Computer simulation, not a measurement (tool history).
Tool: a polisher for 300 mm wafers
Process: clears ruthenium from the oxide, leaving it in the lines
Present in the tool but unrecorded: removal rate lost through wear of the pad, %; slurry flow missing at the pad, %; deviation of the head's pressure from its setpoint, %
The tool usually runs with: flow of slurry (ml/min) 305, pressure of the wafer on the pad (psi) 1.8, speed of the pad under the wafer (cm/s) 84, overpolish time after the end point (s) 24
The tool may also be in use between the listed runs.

run	hour	flow of slurry (ml/min)	pressure of the wafer on the pad (psi)	speed of the pad under the wafer (cm/s)	overpolish time after the end point (s)	wafers since the last listed run	wafers polished on this pad	hours since the slurry nozzle was cleaned	hours since the head pressure was calibrated	incoming thickness of the incoming film, nm	time until the end point was called (s)
1	0.0	305	1.8	84	24	0	832	359.0	195.9	80.0	98.1
2	94.1	305	1.8	66	24	477	1310	453.1	290.0	79.5	124.1
# hour 160.3: slurry nozzle cleaned
3	164.0	305	1.8	84	24	349	1660	3.7	359.9	80.6	93.5
4	266.3	305	1.8	84	24	519	2179	106.0	462.2	80.0	99.1
# hour 320.5: head pressure recalibrated
5	337.2	305	1.8	84	24	349	2529	176.9	16.7	79.7	98.0
6	380.8	305	1.8	84	24	221	2750	220.5	60.3	80.8	97.5
# hour 417.0: worn pad replaced by a new one
7	418.6	305	1.8	78	24	171	7	258.3	98.1	80.3	104.0
8	484.0	305	1.8	84	24	332	339	323.7	163.5	78.4	95.6
9	543.9	305	1.8	84	24	304	644	383.6	223.4	78.9	97.9
10	650.4	305	1.8	84	24	540	1184	490.1	329.9	80.4	98.7
11	695.9	305	1.8	84	24	230	1415	535.6	375.4	78.7	93.5
# hour 742.7: slurry nozzle cleaned
12	769.6	305	1.8	84	24	369	1784	26.9	449.1	79.8	99.4
13	831.5	305	1.8	84	24	314	2099	88.8	511.0	80.6	98.9
# hour 880.7: worn pad replaced by a new one
# hour 887.9: head pressure recalibrated
14	1113.2	380	1.8	84	24	1399	1170	370.5	225.3	79.9	94.8
15	1170.0	380	1.8	84	24	288	1458	427.3	282.1	80.6	98.6
16	1211.5	230	1.8	84	20	210	1669	468.8	323.6	79.5	101.4
# hour 1238.9: slurry nozzle cleaned
17	1283.0	230	1.8	84	20	357	2027	44.1	395.1	80.0	98.8
18	1360.0	305	1.8	84	24	390	2418	121.1	472.1	79.9	95.0
# hour 1384.9: worn pad replaced by a new one
# hour 1498.2: head pressure recalibrated
19	1547.9	355	1.6	56	17	923	817	309.0	49.7	79.2	161.7
20	1608.3	305	1.8	84	37	306	1124	369.4	110.1	80.5	97.9
21	1692.2	305	1.8	68	24	425	1550	453.3	194.0	80.5	123.2
# hour 1705.1: slurry nozzle cleaned
22	1772.0	355	2.0	108	18	400	1950	66.9	273.8	80.4	66.6
23	1821.6	305	1.8	84	24	251	2201	116.5	323.4	81.9	102.8
24	1891.4	335	1.8	84	31	354	2556	186.3	393.2	80.3	100.3
# hour 1962.6: worn pad replaced by a new one
# hour 1980.1: head pressure recalibrated
25	2024.0	305	1.8	96	24	642	301	318.9	43.9	80.1	86.2
26	2094.1	305	1.4	70	17	355	657	389.0	114.0	79.7	144.8
27	2142.0	395	2.3	84	24	243	900	436.9	161.9	79.6	73.6
# hour 2179.6: slurry nozzle cleaned
28	2215.2	375	1.8	110	14	366	1267	35.6	235.1	79.6	74.0
29	2316.5	305	1.4	84	15	514	1781	136.9	336.4	80.2	125.3
30	2406.2	305	1.8	84	24	455	2236	226.6	426.1	81.5	97.7
31	2481.8	390	1.8	84	29	383	2620	302.2	501.7	79.8	94.2
32	2534.8	305	2.2	84	24	269	2889	355.2	554.7	79.8	79.6
# hour 2564.8: worn pad replaced by a new one
# hour 2606.3: head pressure recalibrated
33	2623.6	305	1.3	84	24	420	288	444.0	17.3	78.2	133.2
34	2712.9	335	1.8	84	31	453	741	533.3	106.6	81.0	99.7

Across each entry between runs, compare the hidden state at the last listed run before it with the hidden state at the first listed run after it:
After run 2, before run 3: slurry nozzle cleaned (hour 160.3)
  nothing in the hidden state changes from one run to the other
After run 4, before run 5: head pressure recalibrated (hour 320.5)
  nothing in the hidden state changes from one run to the other
After run 6, before run 7: worn pad replaced by a new one (hour 417.0)
  nothing in the hidden state changes from one run to the other
After run 11, before run 12: slurry nozzle cleaned (hour 742.7)
  nothing in the hidden state changes from one run to the other
After run 13, before run 14: worn pad replaced by a new one (hour 880.7); head pressure recalibrated (hour 887.9)
  nothing in the hidden state changes from one run to the other
After run 16, before run 17: slurry nozzle cleaned (hour 1238.9)
  nothing in the hidden state changes from one run to the other
After run 18, before run 19: worn pad replaced by a new one (hour 1384.9); head pressure recalibrated (hour 1498.2)
  nothing in the hidden state changes from one run to the other
After run 21, before run 22: slurry nozzle cleaned (hour 1705.1)
  nothing in the hidden state changes from one run to the other
After run 24, before run 25: worn pad replaced by a new one (hour 1962.6); head pressure recalibrated (hour 1980.1)
  nothing in the hidden state changes from one run to the other
After run 27, before run 28: slurry nozzle cleaned (hour 2179.6)
  nothing in the hidden state changes from one run to the other
After run 32, before run 33: worn pad replaced by a new one (hour 2564.8); head pressure recalibrated (hour 2606.3)
  nothing in the hidden state changes from one run to the other
